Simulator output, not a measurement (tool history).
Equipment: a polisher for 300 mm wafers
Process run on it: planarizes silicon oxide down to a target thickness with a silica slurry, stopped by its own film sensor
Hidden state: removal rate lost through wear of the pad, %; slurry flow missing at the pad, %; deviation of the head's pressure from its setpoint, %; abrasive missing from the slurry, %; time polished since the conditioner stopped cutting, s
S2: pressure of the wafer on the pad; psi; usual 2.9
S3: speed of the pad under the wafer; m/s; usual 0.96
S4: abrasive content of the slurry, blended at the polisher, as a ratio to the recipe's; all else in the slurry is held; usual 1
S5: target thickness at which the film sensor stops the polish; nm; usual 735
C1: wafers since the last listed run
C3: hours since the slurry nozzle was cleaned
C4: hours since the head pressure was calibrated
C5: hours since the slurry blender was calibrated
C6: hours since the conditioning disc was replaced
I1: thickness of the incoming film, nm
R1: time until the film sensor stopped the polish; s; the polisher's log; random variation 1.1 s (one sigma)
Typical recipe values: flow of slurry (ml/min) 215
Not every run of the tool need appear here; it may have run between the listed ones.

{"run": 1, "hour": 0.0, "flow of slurry (ml/min)": 215, "S2": 2.9, "S3": 0.96, "S4": 1, "S5": 735, "C1": 0, "wafers polished on this pad": 7397, "C3": 663.5, "C4": 310, "C5": 370.1, "C6": 881.1, "I1": 871.7, "R1": 70.8}
{"hour": 18.2, "done": "conditioning disc replaced and pad reconditioned"}
{"hour": 69.7, "done": "slurry nozzle cleaned"}
{"run": 2, "hour": 92.9, "flow of slurry (ml/min)": 215, "S2": 3.2, "S3": 0.96, "S4": 1, "S5": 758, "C1": 953, "wafers polished on this pad": 8350, "C3": 23.2, "C4": 402.9, "C5": 463, "C6": 74.7, "I1": 886, "R1": 62.2}
{"hour": 103.1, "done": "worn pad replaced by a new one"}
{"run": 3, "hour": 136.0, "flow of slurry (ml/min)": 215, "S2": 2.3, "S3": 1.1, "S4": 1, "S5": 772, "C1": 414, "wafers polished on this pad": 348, "C3": 66.3, "C4": 446, "C5": 506.1, "C6": 117.8, "I1": 887.2, "R1": 72.6}
{"hour": 324.5, "done": "slurry blender recalibrated"}
{"run": 4, "hour": 397.6, "flow of slurry (ml/min)": 265, "S2": 3.9, "S3": 0.96, "S4": 1, "S5": 777, "C1": 2753, "wafers polished on this pad": 3102, "C3": 327.9, "C4": 707.6, "C5": 73.1, "C6": 379.4, "I1": 861.3, "R1": 32}
{"run": 5, "hour": 456.3, "flow of slurry (ml/min)": 265, "S2": 2.9, "S3": 1.22, "S4": 0.7, "S5": 757, "C1": 622, "wafers polished on this pad": 3725, "C3": 386.6, "C4": 766.3, "C5": 131.8, "C6": 438.1, "I1": 892.8, "R1": 67.9}
{"run": 6, "hour": 520.1, "flow of slurry (ml/min)": 215, "S2": 2.9, "S3": 0.96, "S4": 1, "S5": 735, "C1": 676, "wafers polished on this pad": 4401, "C3": 450.4, "C4": 830.1, "C5": 195.6, "C6": 501.9, "I1": 870.2, "R1": 75.9}
{"run": 7, "hour": 598.6, "flow of slurry (ml/min)": 170, "S2": 2.9, "S3": 1.2, "S4": 1, "S5": 752, "C1": 832, "wafers polished on this pad": 5234, "C3": 528.9, "C4": 908.6, "C5": 274.1, "C6": 580.4, "I1": 876.2, "R1": 57.4}
{"run": 8, "hour": 660.7, "flow of slurry (ml/min)": 235, "S2": 2.6, "S3": 0.76, "S4": 0.9, "S5": 735, "C1": 658, "wafers polished on this pad": 5893, "C3": 591, "C4": 970.7, "C5": 336.2, "C6": 642.5, "I1": 875.5, "R1": 105.7}
{"run": 9, "hour": 708.5, "flow of slurry (ml/min)": 215, "S2": 2.9, "S3": 0.96, "S4": 1, "S5": 777, "C1": 506, "wafers polished on this pad": 6400, "C3": 638.8, "C4": 1018.5, "C5": 384, "C6": 690.3, "I1": 884.1, "R1": 59.7}
{"hour": 743.6, "done": "conditioning disc replaced and pad reconditioned"}
{"run": 10, "hour": 748.8, "flow of slurry (ml/min)": 215, "S2": 3.6, "S3": 0.96, "S4": 1.3, "S5": 735, "C1": 406, "wafers polished on this pad": 6806, "C3": 679.1, "C4": 1058.8, "C5": 424.3, "C6": 5.2, "I1": 878.5, "R1": 60.1}
{"run": 11, "hour": 790.5, "flow of slurry (ml/min)": 215, "S2": 2.9, "S3": 0.96, "S4": 1, "S5": 735, "C1": 442, "wafers polished on this pad": 7248, "C3": 720.8, "C4": 1100.5, "C5": 466, "C6": 46.9, "I1": 878.2, "R1": 81.3}
{"hour": 853.5, "done": "worn pad replaced by a new one"}
{"run": 12, "hour": 880.6, "flow of slurry (ml/min)": 215, "S2": 2.9, "S3": 0.96, "S4": 1, "S5": 735, "C1": 913, "wafers polished on this pad": 287, "C3": 810.9, "C4": 1190.6, "C5": 556.1, "C6": 137, "I1": 868.8, "R1": 78.5}
{"hour": 912.3, "done": "head pressure recalibrated"}
{"hour": 912.5, "done": "slurry nozzle cleaned"}
{"run": 13, "hour": 955.0, "flow of slurry (ml/min)": 255, "S2": 2.9, "S3": 0.96, "S4": 1, "S5": 748, "C1": 765, "wafers polished on this pad": 1053, "C3": 42.5, "C4": 42.7, "C5": 630.5, "C6": 211.4, "I1": 880.7, "R1": 66.7}
{"run": 14, "hour": 1060.9, "flow of slurry (ml/min)": 215, "S2": 2.3, "S3": 0.96, "S4": 1, "S5": 735, "C1": 1123, "wafers polished on this pad": 2177, "C3": 148.4, "C4": 148.6, "C5": 736.4, "C6": 317.3, "I1": 881.6, "R1": 105.1}
{"run": 15, "hour": 1114.4, "flow of slurry (ml/min)": 215, "S2": 2.2, "S3": 0.96, "S4": 1, "S5": 735, "C1": 567, "wafers polished on this pad": 2744, "C3": 201.9, "C4": 202.1, "C5": 789.9, "C6": 370.8, "I1": 877.4, "R1": 107.2}
{"run": 16, "hour": 1211.9, "flow of slurry (ml/min)": 245, "S2": 2.9, "S3": 0.96, "S4": 1, "S5": 735, "C1": 1034, "wafers polished on this pad": 3778, "C3": 299.4, "C4": 299.6, "C5": 887.4, "C6": 468.3, "I1": 874.4, "R1": 84.4}
{"hour": 1222.2, "done": "slurry blender recalibrated"}
{"run": 17, "hour": 1306.1, "flow of slurry (ml/min)": 235, "S2": 2.9, "S3": 0.96, "S4": 1, "S5": 735, "C1": 977, "wafers polished on this pad": 4756, "C3": 393.6, "C4": 393.8, "C5": 83.9, "C6": 562.5, "I1": 873.1, "R1": 66.5}
{"run": 18, "hour": 1354.8, "flow of slurry (ml/min)": 215, "S2": 3.9, "S3": 0.96, "S4": 1, "S5": 735, "C1": 516, "wafers polished on this pad": 5273, "C3": 442.3, "C4": 442.5, "C5": 132.6, "C6": 611.2, "I1": 866.4, "R1": 50.4}
{"hour": 1438.2, "done": "conditioning disc replaced and pad reconditioned"}
{"run": 19, "hour": 1457.3, "flow of slurry (ml/min)": 180, "S2": 2.9, "S3": 0.68, "S4": 0.8, "S5": 713, "C1": 1065, "wafers polished on this pad": 6339, "C3": 544.8, "C4": 545, "C5": 235.1, "C6": 19.1, "I1": 882.9, "R1": 126.6}
{"run": 20, "hour": 1509.4, "flow of slurry (ml/min)": 185, "S2": 2.9, "S3": 0.96, "S4": 1, "S5": 735, "C1": 552, "wafers polished on this pad": 6891, "C3": 596.9, "C4": 597.1, "C5": 287.2, "C6": 71.2, "I1": 885.5, "R1": 81.2}
{"hour": 1542.7, "done": "worn pad replaced by a new one"}
{"run": 21, "hour": 1560.2, "flow of slurry (ml/min)": 215, "S2": 3.3, "S3": 0.96, "S4": 1, "S5": 735, "C1": 496, "wafers polished on this pad": 186, "C3": 647.7, "C4": 647.9, "C5": 338, "C6": 122, "I1": 869.3, "R1": 62.1}
{"run": 22, "hour": 1620.3, "flow of slurry (ml/min)": 235, "S2": 3.8, "S3": 0.96, "S4": 1, "S5": 735, "C1": 637, "wafers polished on this pad": 823, "C3": 707.8, "C4": 708, "C5": 398.1, "C6": 182.1, "I1": 874.5, "R1": 55.4}
{"run": 23, "hour": 1682.0, "flow of slurry (ml/min)": 215, "S2": 2.9, "S3": 0.96, "S4": 1, "S5": 735, "C1": 654, "wafers polished on this pad": 1477, "C3": 769.5, "C4": 769.7, "C5": 459.8, "C6": 243.8, "I1": 884.3, "R1": 80.2}
{"run": 24, "hour": 1756.1, "flow of slurry (ml/min)": 150, "S2": 3.6, "S3": 0.96, "S4": 1, "S5": 751, "C1": 785, "wafers polished on this pad": 2263, "C3": 843.6, "C4": 843.8, "C5": 533.9, "C6": 317.9, "I1": 873.6, "R1": 57.7}
{"hour": 1762.3, "done": "slurry nozzle cleaned"}
{"hour": 1916.3, "done": "slurry blender recalibrated"}
{"run": 25, "hour": 1961.1, "flow of slurry (ml/min)": 180, "S2": 2.4, "S3": 1.22, "S4": 1, "S5": 688, "C1": 2142, "wafers polished on this pad": 4406, "C3": 198.8, "C4": 1048.8, "C5": 44.8, "C6": 522.9, "I1": 882.8, "R1": 102.6}

Describe how what the log doesn't record of the tool's condition differs between the last listed run preceding each entry between runs and the first listed run following it.
After run 1, before run 2: conditioning disc replaced and pad reconditioned (hour 18.2); slurry nozzle cleaned (hour 69.7)
  deviation of the head's pressure from its setpoint, %: -8.83 -> -10; abrasive missing from the slurry, %: 10.9 -> 15.2
  measured result minus the result with no hidden state, R1: +8.7 -> +9.2 s
After run 2, before run 3: worn pad replaced by a new one (hour 103.1)
  deviation of the head's pressure from its setpoint, %: -10 -> -10.5; abrasive missing from the slurry, %: 15.2 -> 17.5
  measured result minus the result with no hidden state, R1: +9.2 -> +11.7 s
After run 3, before run 4: slurry blender recalibrated (hour 324.5)
  deviation of the head's pressure from its setpoint, %: -10.5 -> -12.5; abrasive missing from the slurry, %: 17.5 -> 4.3
  measured result minus the result with no hidden state, R1: +11.7 -> +4.4 s
After run 9, before run 10: conditioning disc replaced and pad reconditioned (hour 743.6)
  deviation of the head's pressure from its setpoint, %: -13.6 -> -13.7; abrasive missing from the slurry, %: 12.1 -> 13.9
  measured result minus the result with no hidden state, R1: +10.3 -> +10.5 s
After run 11, before run 12: worn pad replaced by a new one (hour 853.5)
  deviation of the head's pressure from its setpoint, %: -13.8 -> -14; abrasive missing from the slurry, %: 15.9 -> 21
  measured result minus the result with no hidden state, R1: +15.1 -> +16.1 s
After run 12, before run 13: head pressure recalibrated (hour 912.3); slurry nozzle cleaned (hour 912.5)
  deviation of the head's pressure from its setpoint, %: -14 -> -0.733; abrasive missing from the slurry, %: 21 -> 25.9
  measured result minus the result with no hidden state, R1: +16.1 -> +6.8 s
After run 16, before run 17: slurry blender recalibrated (hour 1222.2)
  deviation of the head's pressure from its setpoint, %: -6.13 -> -7.39; abrasive missing from the slurry, %: 47.3 -> 2.82
  measured result minus the result with no hidden state, R1: +20.3 -> +5.5 s
After run 18, before run 19: conditioning disc replaced and pad reconditioned (hour 1438.2)
  deviation of the head's pressure from its setpoint, %: -7.93 -> -8.87; abrasive missing from the slurry, %: 3.4 -> 5.47
  measured result minus the result with no hidden state, R1: +4.5 -> +13.5 s
After run 20, before run 21: worn pad replaced by a new one (hour 1542.7)
  deviation of the head's pressure from its setpoint, %: -9.26 -> -9.6; abrasive missing from the slurry, %: 6.96 -> 8.71
  measured result minus the result with no hidden state, R1: +9.3 -> +7.6 s
After run 24, before run 25: slurry nozzle cleaned (hour 1762.3); slurry blender recalibrated (hour 1916.3)
  deviation of the head's pressure from its setpoint, %: -10.6 -> -11.2; abrasive missing from the slurry, %: 18.1 -> 0.426
  measured result minus the result with no hidden state, R1: +9.4 -> +11.5 s
